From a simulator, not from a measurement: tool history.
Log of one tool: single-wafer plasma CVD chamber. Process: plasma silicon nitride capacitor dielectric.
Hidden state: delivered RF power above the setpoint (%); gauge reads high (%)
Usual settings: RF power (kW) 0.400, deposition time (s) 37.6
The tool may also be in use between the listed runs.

| run | day | RF power (kW) | deposition time (s) | wafers since the last listed run | hours since the last RF generator calibration | hours since the showerhead was replaced | hours since the gauge calibration | read-back reference wafer on the same gauge, thickness_nm | mean film thickness on the monitor wafer (Å) |
|---|---|---|---|---|---|---|---|---|---|
| 1 | 0.000 | 0.400 | 37.6 | 0 | 659.7 | 4765.1 | 461.7 | 53.518 | 552.85 |
| 2 | 2.442 | 0.400 | 37.6 | 1228 | 718.3 | 4823.7 | 520.3 | 53.432 | 554.43 |
| 3 | 4.896 | 0.400 | 37.6 | 1234 | 777.2 | 4882.6 | 579.2 | 53.350 | 551.95 |
| 4 | 7.229 | 0.365 | 37.6 | 1173 | 833.2 | 4938.6 | 635.2 | 53.241 | 547.84 |
| 5 | 10.079 | 0.400 | 37.6 | 1433 | 901.6 | 5007.0 | 703.6 | 53.147 | 549.03 |
| 6 | 11.088 | 0.400 | 37.6 | 507 | 925.8 | 5031.2 | 727.8 | 53.081 | 552.29 |
| 7 | 13.517 | 0.400 | 43.4 | 1221 | 984.1 | 5089.5 | 786.1 | 53.020 | 635.24 |
| 8 | 16.375 | 0.400 | 37.6 | 1437 | 1052.7 | 5158.1 | 854.7 | 52.936 | 546.72 |
| 9 | 18.100 | 0.400 | 34.1 | 867 | 1094.1 | 5199.5 | 896.1 | 52.863 | 497.67 |
| 10 | 19.671 | 0.400 | 37.6 | 790 | 1131.8 | 5237.2 | 933.8 | 52.814 | 548.01 |
| 11 | 21.862 | 0.400 | 37.6 | 1102 | 1184.4 | 5289.8 | 986.4 | 52.754 | 547.82 |
| 12 | 25.696 | 0.400 | 37.6 | 1928 | 1276.4 | 5381.8 | 1078.4 | 52.606 | 549.15 |
| 13 | 27.946 | 0.400 | 37.6 | 1131 | 1330.4 | 5435.8 | 1132.4 | 52.533 | 541.56 |
|  | 28.350 | RF generator calibrated |
| 14 | 30.221 | 0.400 | 37.6 | 976 | 44.9 | 5490.4 | 1187.0 | 52.452 | 540.30 |
|  | 31.254 | gauge calibrated |
| 15 | 33.175 | 0.400 | 37.6 | 1485 | 115.8 | 5561.3 | 46.1 | 53.723 | 551.99 |
| 16 | 35.379 | 0.400 | 40.2 | 1108 | 168.7 | 5614.2 | 99.0 | 53.604 | 592.59 |
| 17 | 36.458 | 0.400 | 40.2 | 542 | 194.6 | 5640.1 | 124.9 | 53.584 | 588.93 |
| 18 | 38.646 | 0.400 | 40.2 | 1100 | 247.1 | 5692.6 | 177.4 | 53.493 | 591.38 |
| 19 | 41.396 | 0.400 | 37.6 | 1383 | 313.1 | 5758.6 | 243.4 | 53.386 | 553.76 |
| 20 | 44.267 | 0.470 | 34.3 | 1444 | 382.0 | 5827.5 | 312.3 | 53.331 | 516.04 |
| 21 | 45.850 | 0.400 | 37.6 | 796 | 420.0 | 5865.5 | 350.3 | 53.261 | 555.69 |
| 22 | 46.933 | 0.475 | 43.4 | 544 | 446.0 | 5891.5 | 376.3 | 53.262 | 650.79 |
| 23 | 47.942 | 0.470 | 34.3 | 507 | 470.2 | 5915.7 | 400.5 | 53.195 | 514.86 |
| 24 | 50.458 | 0.440 | 44.4 | 1265 | 530.6 | 5976.1 | 460.9 | 53.080 | 659.58 |
| 25 | 52.096 | 0.455 | 34.4 | 823 | 569.9 | 6015.4 | 500.2 | 53.085 | 514.30 |
|  | 54.721 | showerhead replaced |
| 26 | 60.146 | 0.330 | 42.9 | 3881 | 763.1 | 130.2 | 693.4 | 52.765 | 610.14 |
| 27 | 62.879 | 0.400 | 37.6 | 1374 | 828.7 | 195.8 | 759.0 | 52.680 | 549.66 |
| 28 | 65.438 | 0.420 | 37.6 | 1286 | 890.1 | 257.2 | 820.4 | 52.556 | 548.53 |
| 29 | 67.167 | 0.450 | 31.0 | 869 | 931.6 | 298.7 | 861.9 | 52.552 | 457.83 |
| 30 | 69.138 | 0.430 | 34.5 | 991 | 978.9 | 346.0 | 909.2 | 52.489 | 503.40 |
| 31 | 70.817 | 0.400 | 31.2 | 844 | 1019.2 | 386.3 | 949.5 | 52.414 | 450.45 |
| 32 | 72.021 | 0.375 | 31.6 | 605 | 1048.1 | 415.2 | 978.4 | 52.377 | 453.31 |
| 33 | 73.046 | 0.470 | 30.4 | 515 | 1072.7 | 439.8 | 1003.0 | 52.339 | 451.29 |
| 34 | 74.504 | 0.400 | 37.6 | 733 | 1107.7 | 474.8 | 1038.0 | 52.300 | 539.46 |
|  | 75.683 | RF generator calibrated |
| 35 | 75.704 | 0.420 | 39.8 | 435 | 0.5 | 503.6 | 1066.8 | 52.267 | 575.32 |
| 36 | 78.254 | 0.400 | 37.6 | 1282 | 61.7 | 564.8 | 1128.0 | 52.180 | 542.76 |
| 37 | 80.700 | 0.400 | 37.6 | 1230 | 120.4 | 623.5 | 1186.7 | 52.073 | 539.54 |

5 ways to go on from here, each from the tool as it stands after run 37. What would each give?
| A | 80.717 | 0.400 | 37.6 | 8 | 120.8 | 623.9 | 1187.1 | ? | ? |
| B | 80.717 | 0.330 | 44.8 | 8 | 120.8 | 623.9 | 1187.1 | ? | ? |
| C | 80.717 | 0.370 | 37.6 | 8 | 120.8 | 623.9 | 1187.1 | ? | ? |
| D | 80.717 | 0.340 | 37.6 | 8 | 120.8 | 623.9 | 1187.1 | ? | ? |
| E | 80.717 | 0.400 | 34.0 | 8 | 120.8 | 623.9 | 1187.1 | ? | ? |

| run | read-back reference wafer on the same gauge, thickness_nm | mean film thickness on the monitor wafer (Å) |
|---|---|---|
| A | 52.076 | 540.17 |
| B | 52.076 | 626.17 |
| C | 52.076 | 534.01 |
| D | 52.076 | 527.68 |
| E | 52.076 | 488.45 |
Without the tool's hidden state the same runs would have given:
| run | mean film thickness on the monitor wafer (Å) |
|---|---|
| A | 561.15 |
| B | 650.49 |
| C | 554.75 |
| D | 548.18 |
| E | 507.42 |
